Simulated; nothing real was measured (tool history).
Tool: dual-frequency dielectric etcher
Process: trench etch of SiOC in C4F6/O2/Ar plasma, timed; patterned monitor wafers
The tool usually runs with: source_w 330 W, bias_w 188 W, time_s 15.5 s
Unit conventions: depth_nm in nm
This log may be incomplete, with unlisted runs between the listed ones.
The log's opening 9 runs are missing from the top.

run,day,source_w,bias_w,time_s,wafers since the last listed run,hours since the last wet clean,hours since the last source power generator calibration,hours since the last bias power generator calibration,hours since the last upper electrode change,hours since the gauge calibration,"read-back reference wafer on the same gauge, depth_nm",depth_nm
10,7.875,330,188,15.5,229,189.5,4594.6,3644.9,4296.6,1076.1,27.3,33.47
11,8.475,330,162,17,181,203.9,4609,3659.3,4311,1090.5,27.3,35.32
12,9.421,330,145,15.5,286,226.6,4631.7,3682,4333.7,1113.2,27.29,31.33
13,10.242,330,188,15.5,248,246.3,4651.4,3701.7,4353.4,1132.9,27.28,33.33
14,11.258,290,159,19.5,308,270.7,4675.8,3726.1,4377.8,1157.3,27.32,38.75
15,15.229,380,188,15.5,1204,366,4771.1,3821.4,4473.1,1252.6,27.3,34.64
16,16.612,280,158,11.5,419,399.2,4804.3,3854.6,4506.3,1285.8,27.32,22.59
# day 17.333: bias power generator calibrated
# day 17.792: source power generator calibrated
# day 18.212: upper electrode replaced
# day 18.783: wet clean of the chamber
17,18.804,290,159,19.5,263,0.5,24.3,35.3,14.2,1338.4,27.3,38.95
# day 19.008: gauge calibrated
18,19.375,400,202,18,173,14.2,38,49,27.9,8.8,27.3,41.73
19,19.946,350,151,17,173,27.9,51.7,62.7,41.6,22.5,27.29,35.25
20,21.388,330,188,15.5,437,62.5,86.3,97.3,76.2,57.1,27.31,33.43
21,21.962,330,188,15.5,174,76.3,100.1,111.1,90,70.9,27.29,33.38
22,22.85,330,176,12,269,97.6,121.4,132.4,111.3,92.2,27.29,25.37
23,24.3,380,148,12,439,132.4,156.2,167.2,146.1,127,27.3,25.45
24,25.788,330,188,16.5,451,168.1,191.9,202.9,181.8,162.7,27.29,35.55
25,27.038,350,158,17.5,379,198.1,221.9,232.9,211.8,192.7,27.31,36.68
26,27.671,330,188,15.5,192,213.3,237.1,248.1,227,207.9,27.32,33.34
27,28.738,280,160,19.5,323,238.9,262.7,273.7,252.6,233.5,27.32,38.51
28,29.367,330,176,15.5,190,254,277.8,288.8,267.7,248.6,27.33,32.7
29,30.779,300,208,13.5,428,287.9,311.7,322.7,301.6,282.5,27.28,29.01
30,31.867,370,210,11,329,314,337.8,348.8,327.7,308.6,27.32,25.09
31,33.088,390,221,17.5,370,343.3,367.1,378.1,357,337.9,27.31,41.11

Forecast each of these 3 alternatives for the next run:
A,33.104,330,188,17,5,343.7,367.5,378.5,357.4,338.3,?,?
B,33.104,360,142,14,5,343.7,367.5,378.5,357.4,338.3,?,?
C,33.104,330,188,11.5,5,343.7,367.5,378.5,357.4,338.3,?,?

run,"read-back reference wafer on the same gauge, depth_nm",depth_nm
A,27.3,36.48
B,27.3,28.81
C,27.3,24.67
The same runs, with their run-to-run variation unchanged, on a tool lacking any hidden condition would have given:
run,depth_nm
A,36.77
B,29.04
C,24.87
